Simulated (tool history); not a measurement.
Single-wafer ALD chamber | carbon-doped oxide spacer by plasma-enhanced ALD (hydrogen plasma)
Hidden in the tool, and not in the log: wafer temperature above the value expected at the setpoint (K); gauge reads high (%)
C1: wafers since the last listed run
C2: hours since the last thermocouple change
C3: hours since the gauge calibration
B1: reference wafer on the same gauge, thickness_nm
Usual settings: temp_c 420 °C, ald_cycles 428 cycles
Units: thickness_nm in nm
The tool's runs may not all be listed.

run 1 hour=0 | temp_c=420 ald_cycles=475 | C1=0 C2=1093.2 C3=764 | B1=19.689 | thickness_nm=23.401
run 2 hour=39.8 | temp_c=420 ald_cycles=475 | C1=37 C2=1133 C3=803.8 | B1=19.696 | thickness_nm=23.389
-- hour=83.3 thermocouple changed; heater temperature recalibrated
run 3 hour=105.9 | temp_c=420 ald_cycles=475 | C1=54 C2=22.6 C3=869.9 | B1=19.681 | thickness_nm=22.965
run 4 hour=192.6 | temp_c=420 ald_cycles=428 | C1=81 C2=109.3 C3=956.6 | B1=19.712 | thickness_nm=20.731
run 5 hour=235.3 | temp_c=420 ald_cycles=428 | C1=40 C2=152 C3=999.3 | B1=19.699 | thickness_nm=20.73
run 6 hour=291.6 | temp_c=420 ald_cycles=428 | C1=52 C2=208.3 C3=1055.6 | B1=19.697 | thickness_nm=20.744
run 7 hour=371.1 | temp_c=410 ald_cycles=492 | C1=74 C2=287.8 C3=1135.1 | B1=19.717 | thickness_nm=24.688
run 8 hour=454.7 | temp_c=420 ald_cycles=391 | C1=78 C2=371.4 C3=1218.7 | B1=19.718 | thickness_nm=18.896
run 9 hour=521 | temp_c=420 ald_cycles=428 | C1=62 C2=437.7 C3=1285 | B1=19.706 | thickness_nm=20.739
run 10 hour=609.5 | temp_c=420 ald_cycles=428 | C1=83 C2=526.2 C3=1373.5 | B1=19.68 | thickness_nm=20.858
run 11 hour=677.8 | temp_c=420 ald_cycles=428 | C1=64 C2=594.5 C3=1441.8 | B1=19.685 | thickness_nm=20.805
run 12 hour=727.5 | temp_c=420 ald_cycles=428 | C1=46 C2=644.2 C3=1491.5 | B1=19.71 | thickness_nm=20.891
run 13 hour=818.8 | temp_c=420 ald_cycles=428 | C1=85 C2=735.5 C3=1582.8 | B1=19.675 | thickness_nm=20.877
run 14 hour=891.5 | temp_c=420 ald_cycles=428 | C1=68 C2=808.2 C3=1655.5 | B1=19.688 | thickness_nm=20.988
run 15 hour=991.5 | temp_c=420 ald_cycles=428 | C1=93 C2=908.2 C3=1755.5 | B1=19.693 | thickness_nm=20.993
run 16 hour=1069.3 | temp_c=420 ald_cycles=428 | C1=73 C2=986 C3=1833.3 | B1=19.699 | thickness_nm=20.919
run 17 hour=1168.4 | temp_c=420 ald_cycles=397 | C1=93 C2=1085.1 C3=1932.4 | B1=19.693 | thickness_nm=19.507
run 18 hour=1274.2 | temp_c=409 ald_cycles=491 | C1=99 C2=1190.9 C3=2038.2 | B1=19.675 | thickness_nm=25.099
run 19 hour=1367.2 | temp_c=428 ald_cycles=490 | C1=87 C2=1283.9 C3=2131.2 | B1=19.705 | thickness_nm=23.475

Run 20 comes next. What will it give?
-- hour=1381.2 gauge calibrated
run 20 hour=1458 | temp_c=432 ald_cycles=377 | C1=85 C2=1374.7 C3=76.8 | B1=? | thickness_nm=?

{"run 20": {"B1": 19.687, "thickness_nm": 17.785}}
Without the tool's hidden state the same run would have given thickness_nm 17.342 nm.

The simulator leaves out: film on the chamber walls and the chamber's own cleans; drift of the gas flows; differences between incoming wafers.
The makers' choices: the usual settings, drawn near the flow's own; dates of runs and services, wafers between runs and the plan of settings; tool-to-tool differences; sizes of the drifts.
